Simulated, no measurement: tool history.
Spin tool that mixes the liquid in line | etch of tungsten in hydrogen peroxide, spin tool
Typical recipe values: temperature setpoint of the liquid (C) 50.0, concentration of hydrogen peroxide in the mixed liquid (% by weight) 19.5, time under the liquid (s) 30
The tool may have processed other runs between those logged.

run   hour  temperature setpoint of the liquid (C)  concentration of hydrogen peroxide in the mixed liquid (% by weight)  time under the liquid (s)  wafers since the last listed run  hours since the thermometer was replaced  hours since the peroxide flow meter was replaced  hours since the heated supply line was repaired  hours since the drum of peroxide was connected  hours since the gauge calibration  read-back film thickness of the tungsten reference wafer, read on the same gauge (nm)  thickness taken off the tungsten on a monitor wafer (Å)
  1    0.0                                    50.0                                                                  19.5                         30                                 0                                    1621.5                                               1.2                                           2873.1                                           236.0                             2530.5                                                                                  60.01                                                    549.9
  2   78.8                                    50.0                                                                  19.5                         30                              1432                                    1700.3                                              80.0                                           2951.9                                           314.8                             2609.3                                                                                  60.01                                                    547.9
  3  133.0                                    50.0                                                                  19.5                         30                               985                                    1754.5                                             134.2                                           3006.1                                           369.0                             2663.5                                                                                  60.01                                                    548.4
  4  222.9                                    50.0                                                                  19.5                         30                              1634                                    1844.4                                             224.1                                           3096.0                                           458.9                             2753.4                                                                                  60.02                                                    547.1
     274.3  -- heated supply line repaired
  5  290.3                                    50.0                                                                  17.5                         30                              1207                                    1911.8                                             291.5                                             16.0                                           526.3                             2820.8                                                                                  59.99                                                    517.7
  6  392.3                                    46.5                                                                  19.5                         15                              1854                                    2013.8                                             393.5                                            118.0                                           628.3                             2922.8                                                                                  59.98                                                    218.4
     420.7  -- gauge calibrated
  7  444.2                                    50.0                                                                  19.5                         40                               943                                    2065.7                                             445.4                                            169.9                                           680.2                               23.5                                                                                  60.00                                                    721.3
  8  521.9                                    59.5                                                                  24.5                         45                              1412                                    2143.4                                             523.1                                            247.6                                           757.9                              101.2                                                                                  59.99                                                   1609.8
     588.8  -- thermometer replaced
  9  600.0                                    47.5                                                                  19.5                         20                              1401                                      11.2                                             601.2                                            325.7                                           836.0                              179.3                                                                                  60.01                                                    311.1
 10  680.7                                    50.0                                                                  25.0                         45                              1467                                      91.9                                             681.9                                            406.4                                           916.7                              260.0                                                                                  59.95                                                    924.1
 11  786.0                                    50.0                                                                  19.5                         30                              1914                                     197.2                                             787.2                                            511.7                                          1022.0                              365.3                                                                                  59.97                                                    540.3
 12  836.2                                    42.0                                                                  25.0                         40                               912                                     247.4                                             837.4                                            561.9                                          1072.2                              415.5                                                                                  59.98                                                    493.3

Predict the results of run 13:
     860.6  -- new drum of peroxide connected
 13  940.9                                    56.0                                                                  22.0                         45                              1885                                     352.1                                             942.1                                            666.6                                            80.3                              520.2                                                                                      ?                                                        ?

Run 13 came out at read-back film thickness of the tungsten reference wafer, read on the same gauge (nm) 60.00, thickness taken off the tungsten on a monitor wafer (Å) 1228.1.
Minus the tool's unlogged condition, the same run would have read thickness taken off the tungsten on a monitor wafer (Å) 1260.8.
